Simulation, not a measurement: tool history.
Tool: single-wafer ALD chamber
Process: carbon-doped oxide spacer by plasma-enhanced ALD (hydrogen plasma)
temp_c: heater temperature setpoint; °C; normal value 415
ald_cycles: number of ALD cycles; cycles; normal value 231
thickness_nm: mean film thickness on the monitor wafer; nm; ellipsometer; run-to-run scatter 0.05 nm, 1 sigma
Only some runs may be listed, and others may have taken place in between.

run,day,temp_c,ald_cycles,wafers since the last listed run,hours since the last thermocouple change,hours since the gauge calibration,"read-back reference wafer on the same gauge, thickness_nm",thickness_nm
1,0.000,411,231,0,985.9,118.1,9.700,11.360
2,3.404,415,200,138,1067.6,199.8,9.696,9.693
3,6.029,415,200,106,1130.6,262.8,9.697,9.693
4,10.354,415,200,175,1234.4,366.6,9.666,9.631
5,12.071,406,231,69,1275.6,407.8,9.664,11.359
6,15.450,406,231,137,1356.7,488.9,9.650,11.390
7,18.217,406,231,112,1423.1,555.3,9.628,11.400
8,22.317,415,231,166,1521.5,653.7,9.608,10.989
9,24.542,415,231,90,1574.9,707.1,9.597,10.992
10,29.650,415,231,207,1697.5,829.7,9.544,10.943
11,32.446,415,231,113,1764.6,896.8,9.517,10.947
# day 34.042: gauge calibrated
# day 35.738: thermocouple changed; heater temperature recalibrated
12,36.512,403,202,151,18.6,59.3,9.727,10.146
13,38.683,425,187,88,70.7,111.4,9.714,8.832
14,41.088,403,202,97,128.4,169.1,9.714,10.083
15,45.017,415,209,159,222.7,263.4,9.702,10.154
16,48.954,426,188,159,317.2,357.9,9.689,8.857
17,51.762,415,231,113,384.6,425.3,9.675,11.120
18,53.488,420,231,69,426.0,466.7,9.668,10.936
19,56.746,419,268,132,504.2,544.9,9.647,12.819
20,60.650,415,267,158,597.9,638.6,9.623,12.837
21,65.067,419,256,179,703.9,744.6,9.592,12.121
22,68.612,406,231,143,789.0,829.7,9.561,11.222

Predict each of these 4 candidate next runs independently; none follows another, all start after run 22:
A,68.646,427,231,1,789.8,830.5,?,?
B,68.646,428,249,1,789.8,830.5,?,?
C,68.646,420,216,1,789.8,830.5,?,?
D,68.646,422,231,1,789.8,830.5,?,?

run,"read-back reference wafer on the same gauge, thickness_nm",thickness_nm
A,9.562,10.625
B,9.562,11.420
C,9.562,10.133
D,9.562,10.776
With no hidden state in the tool, these same runs would have given:
run,thickness_nm
A,10.783
B,11.590
C,10.285
D,10.937

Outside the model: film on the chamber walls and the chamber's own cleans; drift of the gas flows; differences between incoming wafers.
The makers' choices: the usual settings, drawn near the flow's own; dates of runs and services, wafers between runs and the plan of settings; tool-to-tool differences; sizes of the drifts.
